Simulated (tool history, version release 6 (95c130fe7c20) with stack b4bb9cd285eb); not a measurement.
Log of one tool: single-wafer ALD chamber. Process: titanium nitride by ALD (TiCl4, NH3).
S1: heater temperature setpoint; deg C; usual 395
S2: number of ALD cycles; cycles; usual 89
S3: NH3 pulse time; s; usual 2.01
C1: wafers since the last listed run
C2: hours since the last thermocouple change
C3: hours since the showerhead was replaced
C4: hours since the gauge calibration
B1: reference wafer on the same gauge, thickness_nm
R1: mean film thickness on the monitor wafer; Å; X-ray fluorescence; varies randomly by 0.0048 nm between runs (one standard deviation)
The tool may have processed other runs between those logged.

{"run": 1, "hour": 0.0, "S1": 401, "S2": 80, "S3": 2.01, "C1": 0, "C2": 1868.9, "C3": 3450.3, "C4": 342.9, "B1": 1.631, "R1": 17.09}
{"run": 2, "hour": 18.3, "S1": 395, "S2": 89, "S3": 2.01, "C1": 62, "C2": 1887.2, "C3": 3468.6, "C4": 361.2, "B1": 1.629, "R1": 18.99}
{"run": 3, "hour": 46.8, "S1": 395, "S2": 89, "S3": 2.01, "C1": 97, "C2": 1915.7, "C3": 3497.1, "C4": 389.7, "B1": 1.63, "R1": 19.13}
{"run": 4, "hour": 69.4, "S1": 395, "S2": 89, "S3": 2.01, "C1": 77, "C2": 1938.3, "C3": 3519.7, "C4": 412.3, "B1": 1.63, "R1": 19.07}
{"run": 5, "hour": 85.4, "S1": 395, "S2": 89, "S3": 2.01, "C1": 54, "C2": 1954.3, "C3": 3535.7, "C4": 428.3, "B1": 1.631, "R1": 19.06}
{"run": 6, "hour": 103.8, "S1": 395, "S2": 89, "S3": 2.01, "C1": 63, "C2": 1972.7, "C3": 3554.1, "C4": 446.7, "B1": 1.631, "R1": 19.09}
{"run": 7, "hour": 132.0, "S1": 395, "S2": 89, "S3": 2.01, "C1": 96, "C2": 2000.9, "C3": 3582.3, "C4": 474.9, "B1": 1.63, "R1": 19.03}
{"run": 8, "hour": 145.8, "S1": 395, "S2": 89, "S3": 2.01, "C1": 47, "C2": 2014.7, "C3": 3596.1, "C4": 488.7, "B1": 1.63, "R1": 19.03}
{"run": 9, "hour": 175.7, "S1": 395, "S2": 89, "S3": 2.01, "C1": 102, "C2": 2044.6, "C3": 3626.0, "C4": 518.6, "B1": 1.63, "R1": 19.01}
{"run": 10, "hour": 199.7, "S1": 395, "S2": 89, "S3": 1.56, "C1": 82, "C2": 2068.6, "C3": 3650.0, "C4": 542.6, "B1": 1.63, "R1": 18.77}
{"run": 11, "hour": 218.7, "S1": 395, "S2": 101, "S3": 2.01, "C1": 65, "C2": 2087.6, "C3": 3669.0, "C4": 561.6, "B1": 1.629, "R1": 21.67}
{"run": 12, "hour": 248.9, "S1": 395, "S2": 76, "S3": 2.41, "C1": 103, "C2": 2117.8, "C3": 3699.2, "C4": 591.8, "B1": 1.63, "R1": 16.41}
{"hour": 257.0, "done": "gauge calibrated"}
{"run": 13, "hour": 261.4, "S1": 395, "S2": 76, "S3": 2.41, "C1": 42, "C2": 2130.3, "C3": 3711.7, "C4": 4.4, "B1": 1.631, "R1": 16.37}
{"run": 14, "hour": 285.9, "S1": 395, "S2": 76, "S3": 2.41, "C1": 84, "C2": 2154.8, "C3": 3736.2, "C4": 28.9, "B1": 1.631, "R1": 16.38}
{"run": 15, "hour": 316.2, "S1": 395, "S2": 89, "S3": 2.01, "C1": 104, "C2": 2185.1, "C3": 3766.5, "C4": 59.2, "B1": 1.63, "R1": 19.07}
{"run": 16, "hour": 337.1, "S1": 395, "S2": 89, "S3": 2.01, "C1": 71, "C2": 2206.0, "C3": 3787.4, "C4": 80.1, "B1": 1.629, "R1": 18.99}
{"run": 17, "hour": 360.2, "S1": 404, "S2": 101, "S3": 2.36, "C1": 79, "C2": 2229.1, "C3": 3810.5, "C4": 103.2, "B1": 1.631, "R1": 21.99}
{"hour": 371.7, "done": "thermocouple changed; heater temperature recalibrated"}
{"run": 18, "hour": 381.0, "S1": 405, "S2": 104, "S3": 1.41, "C1": 43, "C2": 9.3, "C3": 3831.3, "C4": 124.0, "B1": 1.63, "R1": 22.1}
{"hour": 410.6, "done": "showerhead replaced"}
{"run": 19, "hour": 411.1, "S1": 387, "S2": 84, "S3": 2.29, "C1": 75, "C2": 39.4, "C3": 0.5, "C4": 154.1, "B1": 1.629, "R1": 17.98}
{"run": 20, "hour": 435.8, "S1": 395, "S2": 89, "S3": 1.72, "C1": 84, "C2": 64.1, "C3": 25.2, "C4": 178.8, "B1": 1.629, "R1": 18.88}
{"run": 21, "hour": 451.2, "S1": 395, "S2": 89, "S3": 2.01, "C1": 52, "C2": 79.5, "C3": 40.6, "C4": 194.2, "B1": 1.63, "R1": 19.02}
{"run": 22, "hour": 472.2, "S1": 407, "S2": 107, "S3": 1.42, "C1": 72, "C2": 100.5, "C3": 61.6, "C4": 215.2, "B1": 1.631, "R1": 22.7}
{"run": 23, "hour": 492.7, "S1": 395, "S2": 89, "S3": 2.01, "C1": 70, "C2": 121.0, "C3": 82.1, "C4": 235.7, "B1": 1.628, "R1": 19.0}
{"run": 24, "hour": 526.1, "S1": 395, "S2": 89, "S3": 2.01, "C1": 114, "C2": 154.4, "C3": 115.5, "C4": 269.1, "B1": 1.631, "R1": 19.05}
{"run": 25, "hour": 549.8, "S1": 406, "S2": 78, "S3": 1.56, "C1": 81, "C2": 178.1, "C3": 139.2, "C4": 292.8, "B1": 1.632, "R1": 16.59}
{"run": 26, "hour": 584.6, "S1": 395, "S2": 77, "S3": 1.49, "C1": 119, "C2": 212.9, "C3": 174.0, "C4": 327.6, "B1": 1.632, "R1": 16.25}
{"run": 27, "hour": 598.4, "S1": 400, "S2": 80, "S3": 1.81, "C1": 47, "C2": 226.7, "C3": 187.8, "C4": 341.4, "B1": 1.628, "R1": 17.08}
{"run": 28, "hour": 619.3, "S1": 381, "S2": 74, "S3": 2.66, "C1": 71, "C2": 247.6, "C3": 208.7, "C4": 362.3, "B1": 1.631, "R1": 15.91}
{"run": 29, "hour": 636.9, "S1": 389, "S2": 89, "S3": 2.45, "C1": 60, "C2": 265.2, "C3": 226.3, "C4": 379.9, "B1": 1.63, "R1": 19.12}
{"run": 30, "hour": 665.4, "S1": 399, "S2": 77, "S3": 2.39, "C1": 97, "C2": 293.7, "C3": 254.8, "C4": 408.4, "B1": 1.63, "R1": 16.65}
{"run": 31, "hour": 683.7, "S1": 395, "S2": 89, "S3": 2.01, "C1": 62, "C2": 312.0, "C3": 273.1, "C4": 426.7, "B1": 1.631, "R1": 19.05}
{"run": 32, "hour": 710.5, "S1": 395, "S2": 89, "S3": 1.61, "C1": 91, "C2": 338.8, "C3": 299.9, "C4": 453.5, "B1": 1.63, "R1": 18.94}
{"run": 33, "hour": 726.6, "S1": 390, "S2": 72, "S3": 2.77, "C1": 55, "C2": 354.9, "C3": 316.0, "C4": 469.6, "B1": 1.631, "R1": 15.51}

Hidden condition of the tool, last listed run before each entry between runs versus first listed run after:
From run 12 to run 13: gauge calibrated (hour 257.0)
  both runs share identical hidden conditions
From run 17 to run 18: thermocouple changed; heater temperature recalibrated (hour 371.7)
  both runs share identical hidden conditions
From run 18 to run 19: showerhead replaced (hour 410.6)
  both runs share identical hidden conditions
